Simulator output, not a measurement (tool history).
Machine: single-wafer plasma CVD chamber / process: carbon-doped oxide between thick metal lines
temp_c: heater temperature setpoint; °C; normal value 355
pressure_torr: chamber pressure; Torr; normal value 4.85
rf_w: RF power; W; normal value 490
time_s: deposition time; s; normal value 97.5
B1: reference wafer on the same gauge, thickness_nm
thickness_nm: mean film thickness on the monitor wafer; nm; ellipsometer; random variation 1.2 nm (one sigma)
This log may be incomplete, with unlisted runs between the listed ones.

{"run": 1, "day": 0.0, "temp_c": 362, "pressure_torr": 4.85, "rf_w": 490, "time_s": 97.5, "B1": 445.963, "thickness_nm": 485.07}
{"day": 1.662, "done": "RF generator calibrated"}
{"run": 2, "day": 1.683, "temp_c": 355, "pressure_torr": 4.85, "rf_w": 490, "time_s": 97.5, "B1": 445.78, "thickness_nm": 511.177}
{"run": 3, "day": 2.446, "temp_c": 355, "pressure_torr": 4.85, "rf_w": 490, "time_s": 97.5, "B1": 446.143, "thickness_nm": 509.58}
{"run": 4, "day": 3.65, "temp_c": 355, "pressure_torr": 4.85, "rf_w": 490, "time_s": 97.5, "B1": 445.806, "thickness_nm": 509.059}
{"run": 5, "day": 5.058, "temp_c": 364, "pressure_torr": 4.85, "rf_w": 490, "time_s": 97.5, "B1": 446.084, "thickness_nm": 495.609}
{"run": 6, "day": 6.129, "temp_c": 355, "pressure_torr": 4.1, "rf_w": 490, "time_s": 97.5, "B1": 445.944, "thickness_nm": 495.936}
{"run": 7, "day": 6.867, "temp_c": 370, "pressure_torr": 5.51, "rf_w": 410, "time_s": 97.5, "B1": 445.798, "thickness_nm": 458.812}
{"run": 8, "day": 8.179, "temp_c": 364, "pressure_torr": 4.48, "rf_w": 490, "time_s": 97.5, "B1": 445.847, "thickness_nm": 490.08}
{"run": 9, "day": 8.954, "temp_c": 355, "pressure_torr": 6.06, "rf_w": 490, "time_s": 111.1, "B1": 445.986, "thickness_nm": 592.995}
{"run": 10, "day": 9.733, "temp_c": 363, "pressure_torr": 5.16, "rf_w": 415, "time_s": 81.2, "B1": 445.965, "thickness_nm": 389.045}
{"run": 11, "day": 10.517, "temp_c": 355, "pressure_torr": 4.85, "rf_w": 490, "time_s": 97.5, "B1": 446.004, "thickness_nm": 504.526}
{"day": 11.017, "done": "showerhead replaced"}
{"run": 12, "day": 11.121, "temp_c": 360, "pressure_torr": 4.85, "rf_w": 490, "time_s": 97.5, "B1": 445.989, "thickness_nm": 500.069}
{"run": 13, "day": 11.992, "temp_c": 355, "pressure_torr": 5.97, "rf_w": 490, "time_s": 106.8, "B1": 445.888, "thickness_nm": 568.488}
{"run": 14, "day": 13.275, "temp_c": 355, "pressure_torr": 4.85, "rf_w": 490, "time_s": 110.0, "B1": 445.945, "thickness_nm": 568.075}
{"run": 15, "day": 13.829, "temp_c": 365, "pressure_torr": 4.85, "rf_w": 490, "time_s": 97.5, "B1": 445.955, "thickness_nm": 490.367}
{"day": 14.538, "done": "thermocouple changed; heater temperature recalibrated"}
{"run": 16, "day": 14.558, "temp_c": 355, "pressure_torr": 4.85, "rf_w": 490, "time_s": 97.5, "B1": 446.07, "thickness_nm": 504.745}
{"run": 17, "day": 15.383, "temp_c": 355, "pressure_torr": 4.85, "rf_w": 490, "time_s": 97.5, "B1": 446.082, "thickness_nm": 503.052}
{"run": 18, "day": 15.95, "temp_c": 355, "pressure_torr": 4.85, "rf_w": 490, "time_s": 97.5, "B1": 445.858, "thickness_nm": 503.453}
{"run": 19, "day": 16.596, "temp_c": 355, "pressure_torr": 4.85, "rf_w": 405, "time_s": 97.5, "B1": 445.949, "thickness_nm": 459.95}
{"run": 20, "day": 17.262, "temp_c": 355, "pressure_torr": 4.85, "rf_w": 490, "time_s": 97.5, "B1": 445.86, "thickness_nm": 503.911}
{"run": 21, "day": 18.317, "temp_c": 355, "pressure_torr": 4.85, "rf_w": 490, "time_s": 97.5, "B1": 446.353, "thickness_nm": 504.954}
{"run": 22, "day": 19.412, "temp_c": 355, "pressure_torr": 5.59, "rf_w": 490, "time_s": 97.5, "B1": 445.983, "thickness_nm": 509.512}
{"run": 23, "day": 20.517, "temp_c": 365, "pressure_torr": 3.88, "rf_w": 490, "time_s": 110.7, "B1": 446.049, "thickness_nm": 540.609}
{"run": 24, "day": 21.2, "temp_c": 355, "pressure_torr": 4.85, "rf_w": 490, "time_s": 97.5, "B1": 446.143, "thickness_nm": 500.479}
{"run": 25, "day": 21.754, "temp_c": 355, "pressure_torr": 4.85, "rf_w": 490, "time_s": 82.6, "B1": 446.027, "thickness_nm": 424.362}
{"run": 26, "day": 23.083, "temp_c": 369, "pressure_torr": 4.85, "rf_w": 490, "time_s": 92.5, "B1": 445.819, "thickness_nm": 456.65}
{"run": 27, "day": 23.9, "temp_c": 344, "pressure_torr": 4.85, "rf_w": 490, "time_s": 97.5, "B1": 445.946, "thickness_nm": 517.756}
{"run": 28, "day": 25.321, "temp_c": 345, "pressure_torr": 4.85, "rf_w": 490, "time_s": 97.5, "B1": 445.898, "thickness_nm": 516.237}

Predict each of these 5 candidate next runs independently; none follows another, all start after run 28:
{"run": "A", "day": 25.338, "temp_c": 355, "pressure_torr": 4.85, "rf_w": 490, "time_s": 97.5, "B1": "?", "thickness_nm": "?"}
{"run": "B", "day": 25.338, "temp_c": 350, "pressure_torr": 4.5, "rf_w": 490, "time_s": 97.5, "B1": "?", "thickness_nm": "?"}
{"run": "C", "day": 25.338, "temp_c": 355, "pressure_torr": 4.38, "rf_w": 490, "time_s": 97.5, "B1": "?", "thickness_nm": "?"}
{"run": "D", "day": 25.338, "temp_c": 355, "pressure_torr": 4.14, "rf_w": 490, "time_s": 97.5, "B1": "?", "thickness_nm": "?"}
{"run": "E", "day": 25.338, "temp_c": 364, "pressure_torr": 4.85, "rf_w": 565, "time_s": 97.5, "B1": "?", "thickness_nm": "?"}

run=A B1=446.353 thickness_nm=499.476
run=B B1=446.353 thickness_nm=501.361
run=C B1=446.353 thickness_nm=492.567
run=D B1=446.353 thickness_nm=488.937
run=E B1=446.353 thickness_nm=518.705
With the hidden condition removed and each run's random variation left untouched, the same runs would have given:
run=A thickness_nm=511.400
run=B thickness_nm=513.329
run=C thickness_nm=504.325
run=D thickness_nm=500.609
run=E thickness_nm=530.819

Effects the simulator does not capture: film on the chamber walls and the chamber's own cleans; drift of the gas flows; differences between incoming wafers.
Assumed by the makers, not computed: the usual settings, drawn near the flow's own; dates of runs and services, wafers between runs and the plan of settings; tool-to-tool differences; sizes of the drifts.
